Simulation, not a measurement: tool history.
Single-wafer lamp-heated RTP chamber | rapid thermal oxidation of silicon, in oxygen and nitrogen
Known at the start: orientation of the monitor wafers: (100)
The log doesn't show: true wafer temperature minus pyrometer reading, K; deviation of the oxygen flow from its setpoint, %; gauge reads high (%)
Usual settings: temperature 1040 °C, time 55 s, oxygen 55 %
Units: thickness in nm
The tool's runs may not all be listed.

run,day,temperature,time,oxygen,wafers since the last listed run,wafers since the last pyrometer calibration,hours since the oxygen flow controller was replaced,hours since the gauge calibration,"read-back reference wafer on the same gauge, thickness",thickness
1,0.000,1040,55,55,0,2891,4654.3,259.9,6.441,6.825
2,1.233,1040,55,55,244,3136,4683.9,289.5,6.441,6.864
3,1.879,1040,55,55,128,3265,4699.4,305.0,6.440,6.878
4,2.954,1040,55,55,213,3478,4725.2,330.8,6.439,6.907
5,3.521,1062,55,55,112,3591,4738.8,344.4,6.442,7.991
6,4.233,1062,55,55,141,3732,4755.9,361.5,6.444,7.947
7,5.558,1062,55,55,263,3995,4787.7,393.3,6.440,7.955
8,6.629,1028,55,55,212,4208,4813.4,419.0,6.440,6.352
9,7.271,1028,55,55,127,4335,4828.8,434.4,6.442,6.327
10,8.683,1028,55,55,280,4616,4862.7,468.3,6.442,6.354
11,9.592,1057,55,55,180,4796,4884.5,490.1,6.439,7.705
# day 10.354: pyrometer window cleaned and pyrometer calibrated
12,10.375,1057,55,55,89,4,4903.3,508.9,6.440,7.482
13,11.296,1040,55,55,182,187,4925.4,531.0,6.440,6.682
14,12.396,1040,55,55,218,405,4951.8,557.4,6.438,6.723
15,13.475,1040,55,55,214,620,4977.7,583.3,6.444,6.759
16,14.008,1040,55,62,105,726,4990.5,596.1,6.443,7.013
# day 14.733: gauge calibrated
17,15.304,1040,47,32,257,983,5021.6,13.7,6.440,5.255
18,16.471,1040,66,55,231,1215,5049.6,41.7,6.442,7.345
19,17.012,1040,55,55,107,1322,5062.6,54.7,6.441,6.786
20,18.012,1020,69,67,198,1521,5086.6,78.7,6.439,7.038
21,19.075,1040,55,55,210,1732,5112.1,104.2,6.442,6.810
22,20.079,1019,28,55,199,1931,5136.2,128.3,6.436,4.440
23,21.000,1057,55,84,182,2114,5158.3,150.4,6.443,8.889
24,22.454,1040,55,55,288,2403,5193.2,185.3,6.441,6.820
25,22.992,1040,55,81,106,2509,5206.1,198.2,6.440,7.798
# day 24.004: oxygen flow controller replaced
26,24.025,1069,55,55,139,2648,0.5,223.0,6.436,8.291
27,25.067,1028,66,55,206,2855,25.5,248.0,6.442,6.830
28,25.875,1040,55,55,160,3016,44.9,267.4,6.442,6.843
29,26.725,1040,29,55,168,3185,65.3,287.8,6.439,5.206
30,27.433,1040,55,45,140,3325,82.3,304.8,6.444,6.395
31,27.946,1052,82,55,101,3427,94.6,317.1,6.440,8.850
32,28.900,1040,71,84,189,3617,117.5,340.0,6.438,8.937
33,29.992,1040,39,46,216,3833,143.7,366.2,6.439,5.580
34,30.562,1040,55,55,113,3947,157.4,379.9,6.437,6.864
35,31.775,1018,55,55,240,4187,186.5,409.0,6.441,5.914
36,32.967,1026,31,82,236,4424,215.1,437.6,6.439,5.611
37,33.871,1017,55,55,179,4604,236.8,459.3,6.439,5.853

Some steps in thickness between neighbouring runs. How much of each would the tool show without its hidden state too (settings, what came in, random variation), and how much is left for the hidden state, with any gauge scatter that isn't in both results?
Run 11 -> 12: pyrometer window cleaned and pyrometer calibrated. thickness -0.223 nm: hidden state -0.235, all else +0.012.
Run 22 -> 23: temperature 1019 -> 1057, time 28 -> 55, oxygen 55 -> 84. thickness +4.449 nm: hidden state +0.109, all else +4.340.
Run 30 -> 31: temperature 1040 -> 1052, time 55 -> 82, oxygen 45 -> 55. thickness +2.455 nm: hidden state +0.069, all else +2.386.
Run 32 -> 33: time 71 -> 39, oxygen 84 -> 46. thickness -3.357 nm: hidden state -0.100, all else -3.257.
